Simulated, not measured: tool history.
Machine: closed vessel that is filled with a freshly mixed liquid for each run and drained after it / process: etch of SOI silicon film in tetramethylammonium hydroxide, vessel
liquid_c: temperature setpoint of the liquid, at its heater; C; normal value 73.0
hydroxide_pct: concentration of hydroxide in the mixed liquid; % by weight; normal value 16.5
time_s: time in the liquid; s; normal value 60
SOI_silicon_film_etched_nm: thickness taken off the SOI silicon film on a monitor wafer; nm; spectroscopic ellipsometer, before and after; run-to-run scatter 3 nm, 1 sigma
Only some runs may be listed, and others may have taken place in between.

| run | hour | liquid_c | hydroxide_pct | time_s | read-back film thickness of the SOI silicon film reference wafer, read on the same gauge (nm) | SOI_silicon_film_etched_nm |
|---|---|---|---|---|---|---|
| 1 | 0.0 | 79.5 | 16.5 | 70 | 130.02 | 816.85 |
| 2 | 14.4 | 73.0 | 13.5 | 60 | 129.99 | 532.46 |
| 3 | 63.6 | 73.0 | 13.5 | 60 | 130.04 | 539.41 |
| 4 | 77.5 | 78.0 | 16.5 | 60 | 130.02 | 652.01 |
| 5 | 86.4 | 78.0 | 16.5 | 60 | 129.99 | 647.92 |
| 6 | 138.1 | 78.0 | 16.5 | 60 | 129.97 | 653.78 |
| 7 | 154.8 | 77.0 | 16.5 | 60 | 129.99 | 615.59 |
| 8 | 167.3 | 77.0 | 16.5 | 60 | 130.02 | 622.70 |
| 9 | 174.5 | 77.0 | 16.5 | 60 | 129.97 | 623.60 |
| 10 | 191.1 | 76.0 | 16.5 | 60 | 129.99 | 569.79 |
| 11 | 204.4 | 73.0 | 12.5 | 60 | 130.03 | 536.87 |
| 12 | 212.9 | 73.0 | 16.5 | 60 | 129.98 | 479.26 |
| 13 | 221.2 | 73.0 | 16.5 | 90 | 130.00 | 724.05 |
| 14 | 229.8 | 73.0 | 14.5 | 60 | 129.98 | 509.68 |
| 15 | 238.7 | 73.0 | 20.5 | 60 | 130.01 | 440.07 |
| 16 | 246.2 | 70.5 | 16.5 | 60 | 129.98 | 410.83 |
| 17 | 258.1 | 67.5 | 16.5 | 60 | 130.01 | 351.45 |
| 18 | 270.2 | 73.0 | 14.0 | 90 | 130.02 | 773.67 |
| 19 | 280.0 | 73.0 | 16.5 | 60 | 129.98 | 482.88 |
| 20 | 289.7 | 67.5 | 16.5 | 80 | 129.98 | 469.65 |
| 21 | 298.2 | 67.0 | 16.5 | 50 | 130.02 | 282.37 |
| 22 | 311.3 | 73.0 | 16.5 | 85 | 130.02 | 622.45 |
| 23 | 329.3 | 66.5 | 16.5 | 60 | 129.98 | 301.26 |
| 24 | 344.8 | 73.0 | 18.0 | 45 | 130.00 | 317.41 |
| 25 | 354.5 | 70.0 | 20.5 | 60 | 129.98 | 339.98 |
| 26 | 396.7 | 65.0 | 16.5 | 45 | 130.03 | 204.75 |
| 27 | 411.3 | 66.0 | 14.5 | 35 | 130.00 | 182.86 |
| 28 | 425.7 | 69.5 | 13.0 | 60 | 130.01 | 399.72 |
| 29 | 435.5 | 73.0 | 16.5 | 60 | 129.99 | 442.36 |
| 30 | 448.5 | 67.5 | 18.0 | 95 | 129.99 | 488.97 |
| 31 | 455.4 | 80.5 | 19.0 | 80 | 129.98 | 864.67 |
| 32 | 465.9 | 73.0 | 16.5 | 60 | 129.98 | 445.77 |
| 33 | 474.1 | 73.0 | 16.5 | 60 | 130.04 | 444.23 |
| 34 | 487.7 | 73.0 | 20.0 | 60 | 129.98 | 414.26 |
| 35 | 495.7 | 73.0 | 21.5 | 30 | 129.97 | 199.95 |

Removed from this log: 3 entries logged between the listed runs. Between which two listed runs does each belong, and how does the tool's hidden state at the listed run before it compare with that at the listed run after it?
After run 2, before run 3: gauge calibrated (hour 61.8)
  liquid hotter than its thermometer reads (K): 1.61 -> 1.65; hydroxide flow below the setpoint (%): 8.58 -> 9.21
  measured minus no-state result, SOI_silicon_film_etched_nm: +66.27 -> +69.58 nm
After run 9, before run 10: hydroxide flow meter replaced (hour 190.6)
  liquid hotter than its thermometer reads (K): 1.74 -> 1.76; hydroxide flow below the setpoint (%): 10.6 -> 1.16
  measured minus no-state result, SOI_silicon_film_etched_nm: +81.04 -> +56.01 nm
After run 21, before run 22: thermometer replaced (hour 306.4)
  liquid hotter than its thermometer reads (K): 1.85 -> 0.126; hydroxide flow below the setpoint (%): 2.53 -> 2.7
  measured minus no-state result, SOI_silicon_film_etched_nm: +31.67 -> +10.57 nm
